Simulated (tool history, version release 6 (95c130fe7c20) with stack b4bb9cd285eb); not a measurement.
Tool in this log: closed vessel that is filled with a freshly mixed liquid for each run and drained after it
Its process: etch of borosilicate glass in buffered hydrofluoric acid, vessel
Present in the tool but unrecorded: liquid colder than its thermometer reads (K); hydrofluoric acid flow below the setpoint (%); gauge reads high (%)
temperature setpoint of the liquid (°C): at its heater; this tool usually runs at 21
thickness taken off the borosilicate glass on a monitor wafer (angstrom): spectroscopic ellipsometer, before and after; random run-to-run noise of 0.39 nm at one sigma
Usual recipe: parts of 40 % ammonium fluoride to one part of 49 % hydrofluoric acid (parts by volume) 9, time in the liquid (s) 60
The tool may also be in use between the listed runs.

run	hour	temperature setpoint of the liquid (°C)	parts of 40 % ammonium fluoride to one part of 49 % hydrofluoric acid (parts by volume)	time in the liquid (s)	wafers since the last listed run	hours since the thermometer was replaced	hours since the hydrofluoric acid flow meter was replaced	hours since the gauge calibration	read-back film thickness of the borosilicate glass reference wafer, read on the same gauge (nm)	thickness taken off the borosilicate glass on a monitor wafer (angstrom)
1	0	21	9	45	0	578.3	396.3	430	106.58	512
2	40.9	21	9	45	3914	619.2	437.2	470.9	106.38	507.2
3	105.8	21	9	45	6212	684.1	502.1	535.8	106.17	507.2
4	150	21	9	60	4230	728.3	546.3	580	106.04	673.4
# hour 163.9: hydrofluoric acid flow meter replaced
5	203.8	21	9	60	5053	782.1	39.9	633.8	105.89	668.3
6	270.4	21	9	60	6374	848.7	106.5	700.4	105.65	669.1
7	334.3	21	7.5	45	6116	912.6	170.4	764.3	105.6	618.2
8	384	21	9	60	4757	962.3	220.1	814	105.5	670.3
9	438.7	21	9	60	5235	1017	274.8	868.7	105.41	672
10	508.5	21	9	80	6681	1086.8	344.6	938.5	105.36	890.4
# hour 528.3: thermometer replaced
11	568.6	21	9	80	5656	40.3	404.7	998.6	105.23	888.3
12	634.5	21	9	80	6307	106.2	470.6	1064.5	105.23	880.7
# hour 645.6: gauge calibrated
# hour 663: hydrofluoric acid flow meter replaced
13	679.7	21	9	60	4230	151.4	16.7	34.1	109.71	702.2
14	737.4	21	9	60	5522	209.1	74.4	91.8	109.09	693.3
15	802.6	21	9	50	6240	274.3	139.6	157	108.45	576
16	864.6	21	12	85	5934	336.3	201.6	219	107.85	754.1
17	913.1	21	7.5	90	4642	384.8	250.1	267.5	107.5	1250.3
18	964.8	21	10	60	4948	436.5	301.8	319.2	107.17	635.6
19	1001.3	21	9	90	3493	473	338.3	355.7	106.99	1024.1
20	1058.6	19	7	75	5484	530.3	395.6	413	106.71	1003.1
21	1088.8	17.5	9	60	2890	560.5	425.8	443.2	106.56	558.9
22	1154.3	24	6.5	50	6269	626	491.3	508.7	106.26	930
23	1180	19	7	75	2459	651.7	517	534.4	106.2	1000.1
# hour 1182.2: hydrofluoric acid flow meter replaced
24	1229.6	21	6.5	30	4651	701.3	47.4	584	106.07	474.8
25	1284.5	21	9	60	5254	756.2	102.3	638.9	105.87	671.1
26	1330.1	21	6	90	4364	801.8	147.9	684.5	105.77	1530.7
27	1395	21	6.5	30	6212	866.7	212.8	749.4	105.7	477.1
28	1438.2	21	10	85	4135	909.9	256	792.6	105.61	887.3
29	1490.5	23	10.5	75	5006	962.2	308.3	844.9	105.52	832.8
30	1553.4	23	9	60	6020	1025.1	371.2	907.8	105.4	739
# hour 1590.3: thermometer replaced
31	1605.3	22.5	9	60	4872	15	423.1	959.7	105.33	728.2

For each entry between runs, how does the tool's hidden state at the last listed run before it compare with that at the first listed run after it?
Run 4 -> run 5: hydrofluoric acid flow meter replaced (hour 163.9)
  gauge reads high (%): -3.61 -> -3.75
  the result without the hidden state subtracted from the measured one, thickness taken off the borosilicate glass on a monitor wafer (angstrom): -25.2 -> -26
Run 10 -> run 11: thermometer replaced (hour 528.3)
  gauge reads high (%): -4.24 -> -4.3
  the result without the hidden state subtracted from the measured one, thickness taken off the borosilicate glass on a monitor wafer (angstrom): -39.4 -> -39.9
Run 12 -> run 13: gauge calibrated (hour 645.6); hydrofluoric acid flow meter replaced (hour 663)
  gauge reads high (%): -4.36 -> -0.232
  the result without the hidden state subtracted from the measured one, thickness taken off the borosilicate glass on a monitor wafer (angstrom): -40.1 -> -1.6
Run 23 -> run 24: hydrofluoric acid flow meter replaced (hour 1182.2)
  gauge reads high (%): -3.44 -> -3.58
  the result without the hidden state subtracted from the measured one, thickness taken off the borosilicate glass on a monitor wafer (angstrom): -35.6 -> -17.7
Run 30 -> run 31: thermometer replaced (hour 1590.3)
  gauge reads high (%): -4.17 -> -4.23
  the result without the hidden state subtracted from the measured one, thickness taken off the borosilicate glass on a monitor wafer (angstrom): -32.2 -> -32.1

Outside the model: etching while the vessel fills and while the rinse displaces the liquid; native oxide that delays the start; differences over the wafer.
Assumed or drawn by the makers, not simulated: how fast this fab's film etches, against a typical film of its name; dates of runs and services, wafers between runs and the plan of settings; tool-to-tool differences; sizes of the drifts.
